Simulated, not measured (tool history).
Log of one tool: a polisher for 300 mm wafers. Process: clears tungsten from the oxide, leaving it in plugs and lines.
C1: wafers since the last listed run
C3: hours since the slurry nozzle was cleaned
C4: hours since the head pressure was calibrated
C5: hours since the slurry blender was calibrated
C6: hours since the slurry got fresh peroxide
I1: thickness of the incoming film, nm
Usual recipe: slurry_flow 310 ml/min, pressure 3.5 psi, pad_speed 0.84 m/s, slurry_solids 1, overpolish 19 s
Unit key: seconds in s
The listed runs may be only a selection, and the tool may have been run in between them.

Run 1, hour 0: usual settings; C1 0; wafers polished on this pad 961; C3 65.7; C4 0.5; C5 132.3; C6 50.4; I1 433.5. Result: seconds 109.1 s.
Run 2, hour 13.4: usual settings but pad_speed 1.04 m/s; C1 126; wafers polished on this pad 1088; C3 79.1; C4 13.9; C5 145.7; C6 63.8; I1 430.3. Result: seconds 89.1 s.
At hour 23.5: slurry blender recalibrated.
At hour 24.2: worn pad replaced by a new one.
Run 3, hour 24.7: usual settings; C1 81; wafers polished on this pad 4; C3 90.4; C4 25.2; C5 1.2; C6 75.1; I1 434.5. Result: seconds 109.3 s.
Run 4, hour 40.2: usual settings; C1 146; wafers polished on this pad 151; C3 105.9; C4 40.7; C5 16.7; C6 90.6; I1 437.6. Result: seconds 109 s.
Run 5, hour 49.2: usual settings but slurry_flow 415 ml/min, pressure 4.6 psi; C1 84; wafers polished on this pad 236; C3 114.9; C4 49.7; C5 25.7; C6 99.6; I1 440. Result: seconds 81.8 s.
Run 6, hour 66.5: usual settings but slurry_flow 395 ml/min, pressure 4.1 psi, pad_speed 1.14 m/s, slurry_solids 1.3; C1 163; wafers polished on this pad 399; C3 132.2; C4 67; C5 43; C6 116.9; I1 439. Result: seconds 64.5 s.
At hour 72.5: slurry tank refilled with fresh slurry and peroxide.
Run 7, hour 79.8: usual settings but overpolish 24 s; C1 116; wafers polished on this pad 515; C3 145.5; C4 80.3; C5 56.3; C6 7.3; I1 426.6. Result: seconds 107.7 s.
Run 8, hour 104.2: usual settings but pad_speed 1.06 m/s; C1 230; wafers polished on this pad 745; C3 169.9; C4 104.7; C5 80.7; C6 31.7; I1 430.7. Result: seconds 87.2 s.
Run 9, hour 121.9: usual settings; C1 167; wafers polished on this pad 912; C3 187.6; C4 122.4; C5 98.4; C6 49.4; I1 430.5. Result: seconds 109.4 s.
Run 10, hour 138.5: usual settings; C1 156; wafers polished on this pad 1069; C3 204.2; C4 139; C5 115; C6 66; I1 433.8. Result: seconds 109.5 s.
At hour 143.4: slurry blender recalibrated.
Run 11, hour 145.6: usual settings but slurry_flow 255 ml/min, pad_speed 1.1 m/s, overpolish 10 s; C1 48; wafers polished on this pad 1117; C3 211.3; C4 146.1; C5 2.2; C6 73.1; I1 439.4. Result: seconds 87.2 s.
Run 12, hour 152.8: usual settings; C1 67; wafers polished on this pad 1185; C3 218.5; C4 153.3; C5 9.4; C6 80.3; I1 433.9. Result: seconds 110.4 s.
At hour 170: worn pad replaced by a new one.
Run 13, hour 170.5: usual settings; C1 129; wafers polished on this pad 4; C3 236.2; C4 171; C5 27.1; C6 98; I1 430.3. Result: seconds 107.1 s.
Run 14, hour 177.1: usual settings but slurry_solids 1.1; C1 62; wafers polished on this pad 66; C3 242.8; C4 177.6; C5 33.7; C6 104.6; I1 438.5. Result: seconds 106.5 s.
Run 15, hour 188.6: usual settings; C1 108; wafers polished on this pad 175; C3 254.3; C4 189.1; C5 45.2; C6 116.1; I1 435.2. Result: seconds 106.2 s.
Run 16, hour 205.5: usual settings but slurry_flow 370 ml/min, pad_speed 0.7 m/s; C1 159; wafers polished on this pad 334; C3 271.2; C4 206; C5 62.1; C6 133; I1 438.8. Result: seconds 130.5 s.
At hour 211.9: slurry tank refilled with fresh slurry and peroxide.
Run 17, hour 213.8: usual settings but pad_speed 0.98 m/s; C1 68; wafers polished on this pad 403; C3 279.5; C4 214.3; C5 70.4; C6 1.9; I1 433.2. Result: seconds 92.9 s.
Run 18, hour 259.6: usual settings but slurry_flow 370 ml/min, pad_speed 0.6 m/s; C1 432; wafers polished on this pad 835; C3 325.3; C4 260.1; C5 116.2; C6 47.7; I1 437. Result: seconds 153 s.
Run 19, hour 268.1: usual settings but slurry_flow 280 ml/min, pad_speed 0.68 m/s; C1 80; wafers polished on this pad 916; C3 333.8; C4 268.6; C5 124.7; C6 56.2; I1 427.2. Result: seconds 134.6 s.
Run 20, hour 282.3: usual settings; C1 134; wafers polished on this pad 1050; C3 348; C4 282.8; C5 138.9; C6 70.4; I1 434. Result: seconds 110 s.
At hour 289.3: slurry blender recalibrated.
At hour 293.4: worn pad replaced by a new one.
Run 21, hour 293.9: usual settings but slurry_flow 360 ml/min, pad_speed 0.94 m/s, slurry_solids 1.2; C1 52; wafers polished on this pad 4; C3 359.6; C4 294.4; C5 4.6; C6 82; I1 439.8. Result: seconds 92.8 s.
Run 22, hour 306.4: usual settings; C1 117; wafers polished on this pad 122; C3 372.1; C4 306.9; C5 17.1; C6 94.5; I1 434.6. Result: seconds 105.9 s.
Run 23, hour 318.7: usual settings but slurry_flow 230 ml/min, pad_speed 0.68 m/s, overpolish 28 s; C1 116; wafers polished on this pad 238; C3 384.4; C4 319.2; C5 29.4; C6 106.8; I1 428. Result: seconds 135.1 s.
Run 24, hour 325.7: usual settings but slurry_flow 370 ml/min, pressure 3.2 psi, slurry_solids 1.25; C1 66; wafers polished on this pad 304; C3 391.4; C4 326.2; C5 36.4; C6 113.8; I1 435.5. Result: seconds 111.1 s.
At hour 331.9: slurry tank refilled with fresh slurry and peroxide.
Run 25, hour 337.2: usual settings; C1 99; wafers polished on this pad 403; C3 402.9; C4 337.7; C5 47.9; C6 5.3; I1 433.3. Result: seconds 108.5 s.
Run 26, hour 351.3: usual settings but pressure 2.5 psi; C1 133; wafers polished on this pad 536; C3 417; C4 351.8; C5 62; C6 19.4; I1 434.7. Result: seconds 152.5 s.
Run 27, hour 359.7: usual settings but pressure 4.6 psi, pad_speed 0.92 m/s, overpolish 23 s; C1 79; wafers polished on this pad 615; C3 425.4; C4 360.2; C5 70.4; C6 27.8; I1 428.8. Result: seconds 74.5 s.

For each entry between runs, how does the tool's hidden state at the last listed run before it compare with that at the first listed run after it?
Between runs 2 and 3: slurry blender recalibrated (hour 23.5); worn pad replaced by a new one (hour 24.2)
  removal rate lost through wear of the pad, %: 3.5 -> 0.555; deviation of the head's pressure from its setpoint, %: -0.82 -> -0.817
  difference, measured minus the result without the unlogged condition, seconds: +3.8 -> +1.5 s
Between runs 6 and 7: slurry tank refilled with fresh slurry and peroxide (hour 72.5)
  removal rate lost through wear of the pad, %: 1.66 -> 2.01; deviation of the head's pressure from its setpoint, %: -0.792 -> -0.779
  difference, measured minus the result without the unlogged condition, seconds: +1.6 -> +3 s
Between runs 10 and 11: slurry blender recalibrated (hour 143.4)
  removal rate lost through wear of the pad, %: 3.57 -> 3.75; deviation of the head's pressure from its setpoint, %: -0.692 -> -0.679
  difference, measured minus the result without the unlogged condition, seconds: +4.7 -> +3.8 s
Between runs 12 and 13: worn pad replaced by a new one (hour 170)
  removal rate lost through wear of the pad, %: 3.94 -> 0.472; deviation of the head's pressure from its setpoint, %: -0.664 -> -0.626
  difference, measured minus the result without the unlogged condition, seconds: +5 -> +1.2 s
Between runs 16 and 17: slurry tank refilled with fresh slurry and peroxide (hour 211.9)
  removal rate lost through wear of the pad, %: 1.4 -> 1.62; deviation of the head's pressure from its setpoint, %: -0.538 -> -0.515
  difference, measured minus the result without the unlogged condition, seconds: +2.5 -> +1.9 s
Between runs 20 and 21: slurry blender recalibrated (hour 289.3); worn pad replaced by a new one (hour 293.4)
  removal rate lost through wear of the pad, %: 3.43 -> 0.261; deviation of the head's pressure from its setpoint, %: -0.287 -> -0.242
  difference, measured minus the result without the unlogged condition, seconds: +4.1 -> +0.4 s
Between runs 24 and 25: slurry tank refilled with fresh slurry and peroxide (hour 331.9)
  removal rate lost through wear of the pad, %: 1.1 -> 1.41; deviation of the head's pressure from its setpoint, %: -0.11 -> -0.0589
  difference, measured minus the result without the unlogged condition, seconds: +1.3 -> +1.6 s
